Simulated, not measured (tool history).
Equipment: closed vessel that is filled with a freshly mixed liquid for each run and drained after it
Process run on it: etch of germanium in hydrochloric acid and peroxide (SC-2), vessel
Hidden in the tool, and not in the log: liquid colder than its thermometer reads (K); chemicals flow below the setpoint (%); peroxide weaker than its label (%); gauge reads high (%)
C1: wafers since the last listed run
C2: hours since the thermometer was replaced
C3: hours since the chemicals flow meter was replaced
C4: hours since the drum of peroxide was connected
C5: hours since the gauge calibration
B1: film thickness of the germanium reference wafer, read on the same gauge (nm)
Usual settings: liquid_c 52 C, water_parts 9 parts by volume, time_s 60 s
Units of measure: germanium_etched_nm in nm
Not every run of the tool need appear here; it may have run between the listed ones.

{"run": 1, "hour": 0.0, "liquid_c": 45, "water_parts": 9, "time_s": 70, "C1": 0, "C2": 1698.9, "C3": 1679, "C4": 611.5, "C5": 336, "B1": 129.96, "germanium_etched_nm": 189.91}
{"run": 2, "hour": 38.1, "liquid_c": 56.5, "water_parts": 9, "time_s": 60, "C1": 5225, "C2": 1737, "C3": 1717.1, "C4": 649.6, "C5": 374.1, "B1": 130.04, "germanium_etched_nm": 235.43}
{"run": 3, "hour": 137.4, "liquid_c": 52, "water_parts": 9, "time_s": 60, "C1": 13620, "C2": 1836.3, "C3": 1816.4, "C4": 748.9, "C5": 473.4, "B1": 130, "germanium_etched_nm": 203.12}
{"run": 4, "hour": 208.1, "liquid_c": 52, "water_parts": 9, "time_s": 60, "C1": 9697, "C2": 1907, "C3": 1887.1, "C4": 819.6, "C5": 544.1, "B1": 130.05, "germanium_etched_nm": 202.99}
{"run": 5, "hour": 276.6, "liquid_c": 52, "water_parts": 9, "time_s": 60, "C1": 9395, "C2": 1975.5, "C3": 1955.6, "C4": 888.1, "C5": 612.6, "B1": 130.01, "germanium_etched_nm": 201.43}
{"hour": 283.4, "done": "thermometer replaced"}
{"hour": 301.2, "done": "chemicals flow meter replaced"}
{"hour": 301.7, "done": "gauge calibrated"}
{"hour": 303.2, "done": "new drum of peroxide connected"}
{"run": 6, "hour": 318.1, "liquid_c": 52, "water_parts": 9, "time_s": 60, "C1": 5280, "C2": 34.7, "C3": 16.9, "C4": 14.9, "C5": 16.4, "B1": 129.99, "germanium_etched_nm": 213.23}
{"run": 7, "hour": 354.7, "liquid_c": 52, "water_parts": 9, "time_s": 60, "C1": 5020, "C2": 71.3, "C3": 53.5, "C4": 51.5, "C5": 53, "B1": 129.98, "germanium_etched_nm": 212.84}
{"run": 8, "hour": 396.5, "liquid_c": 52, "water_parts": 9, "time_s": 45, "C1": 5733, "C2": 113.1, "C3": 95.3, "C4": 93.3, "C5": 94.8, "B1": 129.97, "germanium_etched_nm": 159.17}
{"run": 9, "hour": 454.4, "liquid_c": 47, "water_parts": 11.5, "time_s": 40, "C1": 7941, "C2": 171, "C3": 153.2, "C4": 151.2, "C5": 152.7, "B1": 129.98, "germanium_etched_nm": 118.14}
{"run": 10, "hour": 511.9, "liquid_c": 52, "water_parts": 9, "time_s": 60, "C1": 7886, "C2": 228.5, "C3": 210.7, "C4": 208.7, "C5": 210.2, "B1": 130.01, "germanium_etched_nm": 211.93}
{"run": 11, "hour": 542.4, "liquid_c": 52, "water_parts": 9, "time_s": 60, "C1": 4183, "C2": 259, "C3": 241.2, "C4": 239.2, "C5": 240.7, "B1": 130.03, "germanium_etched_nm": 211.39}
{"run": 12, "hour": 580.2, "liquid_c": 52, "water_parts": 7, "time_s": 85, "C1": 5184, "C2": 296.8, "C3": 279, "C4": 277, "C5": 278.5, "B1": 129.99, "germanium_etched_nm": 305.45}
{"run": 13, "hour": 613.9, "liquid_c": 47.5, "water_parts": 9, "time_s": 60, "C1": 4622, "C2": 330.5, "C3": 312.7, "C4": 310.7, "C5": 312.2, "B1": 130.07, "germanium_etched_nm": 183.84}

Run 14, settings as shown, results not yet in. Your forecast:
{"run": 14, "hour": 642.7, "liquid_c": 60.5, "water_parts": 13, "time_s": 80, "C1": 3950, "C2": 359.3, "C3": 341.5, "C4": 339.5, "C5": 341, "B1": "?", "germanium_etched_nm": "?"}

{"run 14": {"B1": 130.01, "germanium_etched_nm": 349.61}}
Take away the tool's hidden state, keep the run-to-run variation as it was, and the same run would have given germanium_etched_nm 354.39 nm.

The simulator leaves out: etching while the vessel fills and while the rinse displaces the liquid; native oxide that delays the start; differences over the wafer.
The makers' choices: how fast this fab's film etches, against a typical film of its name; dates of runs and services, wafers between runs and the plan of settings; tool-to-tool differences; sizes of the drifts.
